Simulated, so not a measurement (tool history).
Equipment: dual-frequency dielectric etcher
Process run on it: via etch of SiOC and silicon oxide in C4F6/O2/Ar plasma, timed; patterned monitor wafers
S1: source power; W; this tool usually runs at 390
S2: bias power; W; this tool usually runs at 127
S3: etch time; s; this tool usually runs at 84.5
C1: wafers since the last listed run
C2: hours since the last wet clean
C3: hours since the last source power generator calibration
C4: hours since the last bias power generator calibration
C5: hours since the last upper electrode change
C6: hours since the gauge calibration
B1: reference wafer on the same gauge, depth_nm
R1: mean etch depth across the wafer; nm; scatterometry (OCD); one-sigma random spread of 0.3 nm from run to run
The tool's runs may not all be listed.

run 1 hour=0.0 | S1=330 S2=127 S3=84.5 | C1=0 C2=351.2 C3=4426.6 C4=5234.6 C5=4238.3 C6=262.3 | B1=120.0 | R1=96.3
run 2 hour=31.8 | S1=390 S2=127 S3=84.5 | C1=358 C2=383.0 C3=4458.4 C4=5266.4 C5=4270.1 C6=294.1 | B1=120.0 | R1=103.7
run 3 hour=44.3 | S1=390 S2=127 S3=75.0 | C1=140 C2=395.5 C3=4470.9 C4=5278.9 C5=4282.6 C6=306.6 | B1=119.9 | R1=92.1
run 4 hour=74.0 | S1=390 S2=127 S3=75.0 | C1=334 C2=425.2 C3=4500.6 C4=5308.6 C5=4312.3 C6=336.3 | B1=120.0 | R1=92.4
run 5 hour=92.8 | S1=390 S2=127 S3=73.5 | C1=211 C2=444.0 C3=4519.4 C4=5327.4 C5=4331.1 C6=355.1 | B1=120.0 | R1=90.5
-- hour=144.9 wet clean of the chamber
run 6 hour=145.4 | S1=390 S2=127 S3=73.5 | C1=322 C2=0.5 C3=4572.0 C4=5380.0 C5=4383.7 C6=407.7 | B1=120.0 | R1=88.6
run 7 hour=151.4 | S1=390 S2=127 S3=84.5 | C1=67 C2=6.5 C3=4578.0 C4=5386.0 C5=4389.7 C6=413.7 | B1=119.9 | R1=102.2
-- hour=172.4 source power generator calibrated
run 8 hour=182.4 | S1=450 S2=127 S3=84.5 | C1=304 C2=37.5 C3=10.0 C4=5417.0 C5=4420.7 C6=444.7 | B1=119.9 | R1=108.4
-- hour=210.5 gauge calibrated
run 9 hour=243.5 | S1=310 S2=98 S3=76.0 | C1=688 C2=98.6 C3=71.1 C4=5478.1 C5=4481.8 C6=33.0 | B1=120.1 | R1=73.7
-- hour=255.0 bias power generator calibrated
-- hour=297.5 upper electrode replaced
run 10 hour=301.4 | S1=390 S2=127 S3=66.0 | C1=337 C2=156.5 C3=129.0 C4=46.4 C5=3.9 C6=90.9 | B1=119.8 | R1=80.1
run 11 hour=330.0 | S1=330 S2=127 S3=84.5 | C1=322 C2=185.1 C3=157.6 C4=75.0 C5=32.5 C6=119.5 | B1=119.9 | R1=95.5
run 12 hour=350.3 | S1=470 S2=110 S3=74.5 | C1=228 C2=205.4 C3=177.9 C4=95.3 C5=52.8 C6=139.8 | B1=120.0 | R1=92.1
run 13 hour=363.6 | S1=390 S2=153 S3=100.5 | C1=149 C2=218.7 C3=191.2 C4=108.6 C5=66.1 C6=153.1 | B1=119.9 | R1=132.7
run 14 hour=379.4 | S1=320 S2=155 S3=98.0 | C1=178 C2=234.5 C3=207.0 C4=124.4 C5=81.9 C6=168.9 | B1=120.0 | R1=119.9

Forecast each of these 5 alternatives for the next run:
run A hour=379.8 | S1=420 S2=127 S3=84.5 | C1=4 C2=234.9 C3=207.4 C4=124.8 C5=82.3 C6=169.3 | B1=? | R1=?
run B hour=379.8 | S1=390 S2=158 S3=109.0 | C1=4 C2=234.9 C3=207.4 C4=124.8 C5=82.3 C6=169.3 | B1=? | R1=?
run C hour=379.8 | S1=440 S2=127 S3=84.5 | C1=4 C2=234.9 C3=207.4 C4=124.8 C5=82.3 C6=169.3 | B1=? | R1=?
run D hour=379.8 | S1=430 S2=149 S3=98.0 | C1=4 C2=234.9 C3=207.4 C4=124.8 C5=82.3 C6=169.3 | B1=? | R1=?
run E hour=379.8 | S1=350 S2=127 S3=84.5 | C1=4 C2=234.9 C3=207.4 C4=124.8 C5=82.3 C6=169.3 | B1=? | R1=?

run=A B1=120.0 R1=106.5
run=B B1=120.0 R1=146.6
run=C B1=120.0 R1=108.7
run=D B1=120.0 R1=133.9
run=E B1=120.0 R1=98.5
The same runs, with their run-to-run variation unchanged, on a tool lacking any hidden condition would have given:
run=A R1=105.5
run=B R1=145.2
run=C R1=107.6
run=D R1=132.6
run=E R1=97.5

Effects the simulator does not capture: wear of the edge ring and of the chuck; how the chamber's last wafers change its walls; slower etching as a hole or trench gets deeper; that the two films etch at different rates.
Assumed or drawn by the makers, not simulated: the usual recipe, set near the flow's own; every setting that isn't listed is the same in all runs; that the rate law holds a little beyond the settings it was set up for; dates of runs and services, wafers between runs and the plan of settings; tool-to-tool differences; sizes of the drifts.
